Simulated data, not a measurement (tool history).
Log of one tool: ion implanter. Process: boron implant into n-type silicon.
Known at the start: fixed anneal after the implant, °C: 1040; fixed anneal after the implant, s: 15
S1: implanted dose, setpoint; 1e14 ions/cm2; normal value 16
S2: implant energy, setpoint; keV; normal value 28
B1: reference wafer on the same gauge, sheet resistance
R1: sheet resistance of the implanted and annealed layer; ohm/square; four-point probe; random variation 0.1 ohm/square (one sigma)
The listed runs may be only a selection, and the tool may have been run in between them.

run 1 day=0 | S1=16 S2=28 | B1=72.91 | R1=64.62
run 2 day=1.088 | S1=16 S2=28 | B1=72.89 | R1=64.67
run 3 day=1.804 | S1=16 S2=28 | B1=72.94 | R1=64.57
run 4 day=2.733 | S1=14.18 S2=28 | B1=72.91 | R1=71.3
run 5 day=3.267 | S1=14.18 S2=28 | B1=72.91 | R1=71.27
run 6 day=4.283 | S1=16 S2=28 | B1=72.93 | R1=64.37
run 7 day=5.208 | S1=16 S2=28 | B1=72.91 | R1=64.44
run 8 day=6.246 | S1=16 S2=28 | B1=72.88 | R1=64.72
-- day=6.996 gauge calibrated
run 9 day=7.567 | S1=16 S2=28 | B1=72.88 | R1=64.29
-- day=8.354 Faraday cup replaced and dose calibrated
run 10 day=9.062 | S1=16 S2=18.5 | B1=72.91 | R1=70.76
run 11 day=10.108 | S1=19.08 S2=18.5 | B1=72.9 | R1=62.86
run 12 day=11.288 | S1=13.35 S2=37 | B1=72.87 | R1=76.39
-- day=11.938 extraction supply calibrated
run 13 day=14.85 | S1=20.01 S2=33 | B1=72.91 | R1=54.88
run 14 day=15.746 | S1=18.69 S2=32.5 | B1=72.9 | R1=57.88
run 15 day=16.538 | S1=11.55 S2=33 | B1=72.91 | R1=86.99
run 16 day=17.988 | S1=16 S2=28 | B1=72.9 | R1=66.48

4 ways to go on from here, each from the tool as it stands after run 16. What would each give?
run A day=18.004 | S1=14.74 S2=28 | B1=? | R1=?
run B day=18.004 | S1=11.6 S2=32 | B1=? | R1=?
run C day=18.004 | S1=14.22 S2=37 | B1=? | R1=?
run D day=18.004 | S1=14.39 S2=34 | B1=? | R1=?

run=A B1=72.87 R1=71.19
run=B B1=72.87 R1=86.42
run=C B1=72.87 R1=71.89
run=D B1=72.87 R1=71.58
Take away the tool's hidden state, keep each run's random variation, and the runs would have read:
run=A R1=71.55
run=B R1=86.87
run=C R1=72.27
run=D R1=71.95
